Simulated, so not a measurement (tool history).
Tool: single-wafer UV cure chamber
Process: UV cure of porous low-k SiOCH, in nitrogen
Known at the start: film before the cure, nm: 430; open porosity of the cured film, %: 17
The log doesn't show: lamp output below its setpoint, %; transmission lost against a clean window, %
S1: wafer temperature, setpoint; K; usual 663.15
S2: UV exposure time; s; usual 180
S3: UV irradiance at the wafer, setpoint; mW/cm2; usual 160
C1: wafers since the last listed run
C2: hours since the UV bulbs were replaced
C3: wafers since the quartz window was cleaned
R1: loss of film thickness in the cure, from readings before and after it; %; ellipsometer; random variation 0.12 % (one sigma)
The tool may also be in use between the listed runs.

| run | hour | S1 | S2 | S3 | C1 | C2 | C3 | R1 |
|---|---|---|---|---|---|---|---|---|
| 1 | 0 | 663.15 | 180 | 152 | 0 | 1896.8 | 519 | 11.936 |
| 2 | 105.5 | 663.15 | 180 | 152 | 731 | 2002.3 | 1250 | 11.921 |
| 3 | 181.7 | 663.15 | 180 | 160 | 528 | 2078.5 | 1778 | 11.997 |
| 4 | 264.8 | 663.15 | 180 | 160 | 575 | 2161.6 | 2354 | 11.953 |
| 5 | 363.2 | 663.15 | 180 | 160 | 681 | 2260 | 3036 | 11.799 |
|  | 433.7 | quartz window cleaned |
| 6 | 437.8 | 663.15 | 180 | 160 | 461 | 2334.6 | 28 | 11.453 |
| 7 | 531 | 663.15 | 180 | 160 | 645 | 2427.8 | 674 | 11.153 |
| 8 | 633.7 | 678.15 | 180 | 160 | 711 | 2530.5 | 1385 | 11.531 |
| 9 | 702.4 | 663.15 | 180 | 160 | 476 | 2599.2 | 1862 | 10.986 |
|  | 770 | UV bulbs replaced |
| 10 | 791.8 | 663.15 | 180 | 160 | 564 | 21.8 | 2426 | 11.034 |
| 11 | 838 | 663.15 | 180 | 160 | 320 | 68 | 2746 | 10.931 |
| 12 | 921.7 | 663.15 | 180 | 160 | 580 | 151.7 | 3326 | 11.047 |
|  | 992.1 | quartz window cleaned, repeated, since the last time left the tool worse |
| 13 | 998.1 | 663.15 | 180 | 182 | 473 | 228.1 | 41 | 12.813 |
| 14 | 1044.9 | 663.15 | 180 | 182 | 324 | 274.9 | 365 | 12.749 |
| 15 | 1085.1 | 663.15 | 180 | 182 | 278 | 315.1 | 644 | 12.695 |
| 16 | 1169.5 | 663.15 | 180 | 160 | 584 | 399.5 | 1228 | 11.981 |
| 17 | 1275.2 | 663.15 | 180 | 160 | 732 | 505.2 | 1961 | 12.115 |
| 18 | 1338.5 | 644.15 | 180 | 143 | 438 | 568.5 | 2400 | 11.024 |
| 19 | 1380.3 | 676.15 | 180 | 180 | 289 | 610.3 | 2689 | 12.74 |
| 20 | 1435.2 | 663.15 | 180 | 126 | 380 | 665.2 | 3070 | 10.713 |
|  | 1459.2 | quartz window cleaned |
| 21 | 1490.1 | 663.15 | 180 | 160 | 324 | 720.1 | 213 | 12.142 |
| 22 | 1553.1 | 655.15 | 120 | 127 | 436 | 783.1 | 650 | 9.077 |

The next listed run, before its measurement:
| 23 | 1595.4 | 681.15 | 140 | 127 | 293 | 825.4 | 943 | ? |

R1: 10.186 %
Without the tool's hidden state the same run would have given R1 10.485 %.
